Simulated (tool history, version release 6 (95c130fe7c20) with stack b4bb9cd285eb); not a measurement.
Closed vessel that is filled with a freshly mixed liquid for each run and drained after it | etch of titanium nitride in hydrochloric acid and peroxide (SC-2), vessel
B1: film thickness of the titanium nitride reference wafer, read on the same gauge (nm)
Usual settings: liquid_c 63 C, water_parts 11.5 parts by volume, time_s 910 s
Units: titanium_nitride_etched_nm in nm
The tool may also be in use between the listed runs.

run 1 hour=0 | liquid_c=63 water_parts=11.5 time_s=910 | B1=119.99 | titanium_nitride_etched_nm=36.36
run 2 hour=59.8 | liquid_c=70 water_parts=11.5 time_s=910 | B1=119.99 | titanium_nitride_etched_nm=56
run 3 hour=101.2 | liquid_c=63 water_parts=16 time_s=910 | B1=120 | titanium_nitride_etched_nm=27.13
run 4 hour=201.7 | liquid_c=63 water_parts=16 time_s=910 | B1=120 | titanium_nitride_etched_nm=27.41
run 5 hour=264.6 | liquid_c=63 water_parts=16 time_s=910 | B1=120.03 | titanium_nitride_etched_nm=27.13
run 6 hour=304.8 | liquid_c=63 water_parts=11.5 time_s=910 | B1=119.94 | titanium_nitride_etched_nm=36.11
-- hour=394.5 new drum of peroxide connected
run 7 hour=475 | liquid_c=63 water_parts=11.5 time_s=910 | B1=119.98 | titanium_nitride_etched_nm=36.51
run 8 hour=581.9 | liquid_c=63 water_parts=11.5 time_s=1065 | B1=120.02 | titanium_nitride_etched_nm=41.8
run 9 hour=649.4 | liquid_c=63 water_parts=11.5 time_s=910 | B1=120.02 | titanium_nitride_etched_nm=35.9
run 10 hour=736.3 | liquid_c=63 water_parts=11.5 time_s=910 | B1=119.98 | titanium_nitride_etched_nm=35.52
run 11 hour=779 | liquid_c=56.5 water_parts=11.5 time_s=1130 | B1=120.01 | titanium_nitride_etched_nm=29.4
run 12 hour=882.7 | liquid_c=55.5 water_parts=11.5 time_s=910 | B1=119.98 | titanium_nitride_etched_nm=22.24
run 13 hour=923.4 | liquid_c=58 water_parts=6.5 time_s=1390 | B1=120.02 | titanium_nitride_etched_nm=63.49
run 14 hour=983.3 | liquid_c=70.5 water_parts=11.5 time_s=640 | B1=120 | titanium_nitride_etched_nm=39.55
run 15 hour=1049.2 | liquid_c=72 water_parts=11.5 time_s=420 | B1=119.99 | titanium_nitride_etched_nm=28.21
run 16 hour=1109.1 | liquid_c=63 water_parts=11.5 time_s=910 | B1=119.97 | titanium_nitride_etched_nm=35.27
-- hour=1110.2 thermometer replaced
-- hour=1157.8 new drum of peroxide connected
run 17 hour=1169.7 | liquid_c=63 water_parts=11.5 time_s=910 | B1=120 | titanium_nitride_etched_nm=36.6
-- hour=1182.1 gauge calibrated
run 18 hour=1225.9 | liquid_c=53.5 water_parts=14.5 time_s=1235 | B1=120.01 | titanium_nitride_etched_nm=22.29
run 19 hour=1287.8 | liquid_c=55.5 water_parts=15 time_s=910 | B1=120 | titanium_nitride_etched_nm=18.03
run 20 hour=1341.8 | liquid_c=63 water_parts=11.5 time_s=910 | B1=120.01 | titanium_nitride_etched_nm=36.48
run 21 hour=1395.6 | liquid_c=66.5 water_parts=8.5 time_s=720 | B1=120 | titanium_nitride_etched_nm=46.19
-- hour=1421.5 chemicals flow meter replaced
run 22 hour=1497.5 | liquid_c=72 water_parts=5.5 time_s=1085 | B1=119.99 | titanium_nitride_etched_nm=140.16
run 23 hour=1571 | liquid_c=58.5 water_parts=17 time_s=910 | B1=119.99 | titanium_nitride_etched_nm=20.2
run 24 hour=1661.4 | liquid_c=63 water_parts=11.5 time_s=910 | B1=119.96 | titanium_nitride_etched_nm=37.61
run 25 hour=1708.3 | liquid_c=58 water_parts=17 time_s=690 | B1=120.03 | titanium_nitride_etched_nm=14.61
run 26 hour=1752.7 | liquid_c=63 water_parts=7 time_s=910 | B1=120.01 | titanium_nitride_etched_nm=56.35
-- hour=1820.7 new drum of peroxide connected
run 27 hour=1853.8 | liquid_c=63 water_parts=11.5 time_s=440 | B1=120.03 | titanium_nitride_etched_nm=18.05
run 28 hour=1932.8 | liquid_c=72 water_parts=8 time_s=910 | B1=119.94 | titanium_nitride_etched_nm=86.4

Forecast each of these 5 alternatives for the next run:
run A hour=1933.7 | liquid_c=63 water_parts=11.5 time_s=910 | B1=? | titanium_nitride_etched_nm=?
run B hour=1933.7 | liquid_c=63 water_parts=15.5 time_s=505 | B1=? | titanium_nitride_etched_nm=?
run C hour=1933.7 | liquid_c=63 water_parts=6 time_s=910 | B1=? | titanium_nitride_etched_nm=?
run D hour=1933.7 | liquid_c=63 water_parts=16.5 time_s=1385 | B1=? | titanium_nitride_etched_nm=?
run E hour=1933.7 | liquid_c=72 water_parts=7 time_s=1275 | B1=? | titanium_nitride_etched_nm=?

run=A B1=119.97 titanium_nitride_etched_nm=37.54
run=B B1=119.97 titanium_nitride_etched_nm=16.06
run=C B1=119.97 titanium_nitride_etched_nm=63.4
run=D B1=119.97 titanium_nitride_etched_nm=41.67
run=E B1=119.97 titanium_nitride_etched_nm=135.6
Without the tool's hidden state the same runs would have given:
run=A titanium_nitride_etched_nm=38.41
run=B titanium_nitride_etched_nm=16.44
run=C titanium_nitride_etched_nm=64.82
run=D titanium_nitride_etched_nm=42.66
run=E titanium_nitride_etched_nm=138.54
